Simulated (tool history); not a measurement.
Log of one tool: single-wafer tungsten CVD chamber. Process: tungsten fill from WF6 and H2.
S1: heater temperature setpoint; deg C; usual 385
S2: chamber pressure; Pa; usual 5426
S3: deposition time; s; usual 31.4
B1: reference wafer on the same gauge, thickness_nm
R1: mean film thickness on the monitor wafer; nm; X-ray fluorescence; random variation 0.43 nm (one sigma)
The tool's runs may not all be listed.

run	day	S1	S2	S3	B1	R1
1	0.000	374	5426	31.4	88.423	68.572
2	1.100	385	4586	31.4	88.334	76.898
3	1.671	385	4586	31.4	88.172	77.337
4	3.108	385	5426	31.4	88.276	82.983
5	7.571	385	5426	31.4	88.173	82.187
# day 7.929: gauge calibrated
6	8.100	377	5426	28.3	88.259	65.181
7	9.275	393	5426	31.4	88.353	95.559
# day 10.279: showerhead replaced
8	10.667	393	5426	31.4	88.282	95.801
9	11.958	385	5426	31.4	88.256	83.375
10	13.429	385	5426	31.4	88.192	82.982
11	14.621	385	5426	31.4	88.421	83.882
12	15.375	396	4613	31.4	88.385	94.022
13	15.900	385	5426	35.5	88.233	94.299
14	17.258	385	5426	31.4	88.054	82.249
# day 18.471: thermocouple changed; heater temperature recalibrated
15	18.492	374	5426	31.4	88.164	71.969
16	19.025	393	5426	31.4	88.298	100.022
17	20.229	385	5800	25.3	88.301	71.307
18	20.975	371	5426	27.1	88.497	58.772
19	22.446	385	6066	37.2	88.274	107.561
20	23.475	396	4426	36.3	88.306	110.538
# day 26.421: capacitance manometer re-zeroed and calibrated
21	27.742	396	6493	37.7	88.176	136.342
22	28.867	389	5426	31.4	88.245	94.672
23	29.912	400	5426	31.4	88.414	112.911
# day 30.717: thermocouple changed; heater temperature recalibrated, repeated, since the last time left the tool worse
24	30.979	391	5426	35.5	88.231	99.523
25	31.750	385	5426	28.9	88.247	72.586
26	32.338	385	5426	31.4	88.247	78.947
27	33.525	385	6373	31.4	88.261	84.776
28	34.104	400	4920	33.5	88.342	104.414
29	35.454	385	5426	31.4	88.184	79.327
# day 36.379: gauge calibrated
30	36.512	395	6226	27.0	88.373	85.403
31	37.062	385	5426	31.4	88.284	79.279
32	37.971	376	4626	31.4	88.296	63.056
33	38.704	385	5426	31.4	88.356	80.011
34	39.579	394	4520	35.2	88.502	97.332

Measured less the same run without the tool's hidden state. The same run-to-run variation is in both; the gauge's scatter may not be:
The hidden state here: wafer temperature above the value expected at the setpoint (K); true pressure above the setpoint (%); gauge reads high (%).
run	R1
1	+3.579
2	+3.868
3	+3.900
4	+4.209
5	+4.236
6	+3.470
7	+4.742
8	+4.774
9	+4.354
10	+4.350
11	+4.410
12	+4.707
13	+4.974
14	+4.351
15	+6.485
16	+8.388
17	+6.391
18	+5.607
19	+10.033
20	+9.979
21	+13.070
22	+9.429
23	+10.749
24	-0.484
25	-0.254
26	-0.185
27	-0.008
28	+0.094
29	+0.264
30	+0.415
31	+0.475
32	+0.486
33	+0.684
34	+0.914
